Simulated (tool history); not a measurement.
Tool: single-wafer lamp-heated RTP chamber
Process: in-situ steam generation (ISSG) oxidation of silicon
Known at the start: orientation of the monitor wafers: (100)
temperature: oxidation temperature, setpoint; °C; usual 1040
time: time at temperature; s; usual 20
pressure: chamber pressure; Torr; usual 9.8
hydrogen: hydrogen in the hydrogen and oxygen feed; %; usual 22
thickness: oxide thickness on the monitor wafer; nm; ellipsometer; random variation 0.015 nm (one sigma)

run     day  temperature  time  pressure  hydrogen  read-back reference wafer on the same gauge, thickness  thickness
  1       0         1040    20       9.8        22                                                   5.499      6.029
  2   2.058         1040    20       9.8        22                                                   5.502      6.047
      6.825  -- pyrometer window cleaned and pyrometer calibrated
  3   6.846         1040    20       9.8        22                                                   5.503      5.997
  4   9.633         1040    20       9.8        22                                                   5.502      6.004
  5  12.821         1040    20       9.8        22                                                   5.496      5.985
  6  15.508         1040    24       9.8        22                                                   5.501      6.607
  7  18.054         1040    24       9.8        22                                                   5.496      6.584
  8  22.496         1040    24       9.8        22                                                   5.502      6.606
  9  25.375         1029    20       9.8        22                                                     5.5      5.689
     27.533  -- hydrogen flow controller replaced
 10  28.862         1040    20       9.8        22                                                   5.501      6.055
 11  30.871         1040    20       9.8        22                                                   5.501      6.057
     34.188  -- pyrometer window cleaned and pyrometer calibrated
 12  35.117         1040    20       9.8        22                                                   5.499      5.978
 13  39.521         1040    15         9        22                                                     5.5       5.23
 14  43.129         1028    26       8.4        28                                                   5.496      6.913
 15  44.888         1040    24       9.8        22                                                   5.501      6.563
     46.129  -- gauge calibrated
 16  47.908         1054    15      10.2        32                                                   5.501      5.981
     56.729  -- pyrometer window cleaned and pyrometer calibrated
       59.8  -- pressure gauge zeroed
 17  60.029         1040    23      10.2        18                                                   5.495      6.124
 18  64.762         1050    17       9.8        29                                                   5.501      6.182
 19  66.788         1040    20       9.8        22                                                   5.495      5.988
 20  68.783         1040    20       8.3        22                                                     5.5      6.115
 21  73.092         1054    20       8.6        22                                                   5.499      6.582
 22    75.8         1040    27       9.8        22                                                   5.498      7.035
 23  78.721         1040    20       9.8        25                                                   5.502      6.176

The next listed run, before its measurement:
 24   81         1040    20       8.6        22                                                       ?          ?

{"run 24": {"read-back reference wafer on the same gauge, thickness": 5.5, "thickness": 6.162}}
Without the tool's hidden state the same run would have given thickness 6.103 nm.

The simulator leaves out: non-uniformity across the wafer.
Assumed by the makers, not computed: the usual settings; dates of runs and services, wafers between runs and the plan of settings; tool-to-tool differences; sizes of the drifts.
